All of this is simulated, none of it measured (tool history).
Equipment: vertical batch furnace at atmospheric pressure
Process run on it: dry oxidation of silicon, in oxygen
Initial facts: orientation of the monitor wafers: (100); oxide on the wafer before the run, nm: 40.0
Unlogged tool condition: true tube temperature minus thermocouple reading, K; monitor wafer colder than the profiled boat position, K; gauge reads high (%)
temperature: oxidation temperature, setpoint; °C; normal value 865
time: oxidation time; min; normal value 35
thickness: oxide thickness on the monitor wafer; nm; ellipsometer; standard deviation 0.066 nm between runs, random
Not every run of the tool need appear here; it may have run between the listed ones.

run   hour  temperature  time  wafers since the last listed run  hours since the last temperature calibration  hours since the boat lift was adjusted  hours since the gauge calibration  read-back reference wafer on the same gauge, thickness  thickness
  1      0          865    35                                 0                                        2989.2                                  5355.9                               26.1                                                   40.11      44.28
  2   17.6          865  23.5                               312                                        3006.8                                  5373.5                               43.7                                                   40.04      43.14
      72.2  -- boat lift adjusted
  3   73.7          865  23.5                               570                                        3062.9                                     1.5                               99.8                                                   40.01      43.05
  4   80.3          865  23.5                               117                                        3069.5                                     8.1                              106.4                                                   39.96      43.11
  5   88.2          882  41.5                               140                                        3077.4                                      16                              114.3                                                   39.97      45.76
  6   97.2          877    35                               159                                        3086.4                                      25                              123.3                                                   39.98      44.72
  7  107.9          865    35                               190                                        3097.1                                    35.7                                134                                                   39.96      43.99
  8  116.9          865    35                               159                                        3106.1                                    44.7                                143                                                   39.95       44.1

Run 9 has not been measured yet. What should we expect?
  9  126.3          848  28.5                               167                                        3115.5                                    54.1                              152.4                                                       ?          ?

Run 9 came out at read-back reference wafer on the same gauge, thickness 39.94, thickness 42.83 nm.
On a tool with no hidden condition, and with the same random variation, this run would have come out at thickness 43.11 nm.

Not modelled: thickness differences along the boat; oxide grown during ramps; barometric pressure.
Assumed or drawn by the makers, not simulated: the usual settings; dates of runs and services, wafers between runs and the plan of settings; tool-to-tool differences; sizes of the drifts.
